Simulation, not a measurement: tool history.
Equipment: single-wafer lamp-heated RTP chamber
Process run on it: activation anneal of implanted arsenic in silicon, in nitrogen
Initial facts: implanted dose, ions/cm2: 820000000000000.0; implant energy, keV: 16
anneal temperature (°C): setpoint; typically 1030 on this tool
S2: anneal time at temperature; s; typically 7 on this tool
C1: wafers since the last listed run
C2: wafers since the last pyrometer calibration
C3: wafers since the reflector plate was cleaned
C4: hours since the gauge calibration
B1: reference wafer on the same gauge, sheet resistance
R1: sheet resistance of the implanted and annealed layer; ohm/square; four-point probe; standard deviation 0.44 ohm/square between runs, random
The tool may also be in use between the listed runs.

Run 1, day 0.000: usual settings but anneal temperature (°C) 1023; C1 0; C2 5051; C3 9298; C4 210.4; B1 188.05. Result: R1 160.34 ohm/square.
At day 1.188: pyrometer window cleaned and pyrometer calibrated.
At day 2.267: reflector plate cleaned.
Run 2, day 2.362: usual settings but anneal temperature (°C) 1023; C1 455; C2 226; C3 26; C4 267.1; B1 188.04. Result: R1 163.96 ohm/square.
Run 3, day 3.479: usual settings; C1 300; C2 526; C3 326; C4 293.9; B1 187.94. Result: R1 161.50 ohm/square.
Run 4, day 5.375: usual settings; C1 509; C2 1036; C3 835; C4 339.4; B1 187.96. Result: R1 161.46 ohm/square.
Run 5, day 7.179: usual settings; C1 485; C2 1521; C3 1320; C4 382.7; B1 188.17. Result: R1 160.92 ohm/square.
Run 6, day 8.912: usual settings; C1 465; C2 1986; C3 1786; C4 424.3; B1 187.99. Result: R1 160.36 ohm/square.
Run 7, day 11.242: usual settings; C1 626; C2 2613; C3 2413; C4 480.2; B1 188.06. Result: R1 161.03 ohm/square.
Run 8, day 13.671: usual settings; C1 653; C2 3266; C3 3066; C4 538.5; B1 187.98. Result: R1 161.13 ohm/square.
Run 9, day 14.946: usual settings; C1 342; C2 3608; C3 3408; C4 569.1; B1 187.95. Result: R1 160.56 ohm/square.
Run 10, day 16.704: usual settings; C1 472; C2 4081; C3 3881; C4 611.3; B1 188.04. Result: R1 159.75 ohm/square.
At day 19.062: pyrometer window cleaned and pyrometer calibrated.
Run 11, day 19.083: usual settings; C1 549; C2 6; C3 4431; C4 668.4; B1 187.96. Result: R1 160.62 ohm/square.
Run 12, day 20.192: usual settings; C1 297; C2 304; C3 4729; C4 695.0; B1 188.01. Result: R1 159.77 ohm/square.
Run 13, day 23.192: usual settings; C1 806; C2 1110; C3 5535; C4 767.0; B1 187.91. Result: R1 159.81 ohm/square.
At day 23.988: gauge calibrated.
Run 14, day 25.746: usual settings but anneal temperature (°C) 1007, S2 6 s; C1 686; C2 1797; C3 6222; C4 42.2; B1 187.97. Result: R1 168.52 ohm/square.
Run 15, day 27.117: usual settings but S2 10 s; C1 368; C2 2165; C3 6591; C4 75.1; B1 188.02. Result: R1 155.34 ohm/square.
Run 16, day 29.354: usual settings; C1 601; C2 2767; C3 7192; C4 128.8; B1 187.92. Result: R1 160.20 ohm/square.

The next listed run, before its measurement:
Run 17, day 32.175: usual settings but anneal temperature (°C) 1000, S2 11 s; C1 758; C2 3525; C3 7950; C4 196.5; B1 ?. Result: R1 ?.

{"run 17": {"B1": 187.93, "R1": 164.1}}
Take away the tool's hidden state, keep the run-to-run variation as it was, and the same run would have given R1 166.17 ohm/square.

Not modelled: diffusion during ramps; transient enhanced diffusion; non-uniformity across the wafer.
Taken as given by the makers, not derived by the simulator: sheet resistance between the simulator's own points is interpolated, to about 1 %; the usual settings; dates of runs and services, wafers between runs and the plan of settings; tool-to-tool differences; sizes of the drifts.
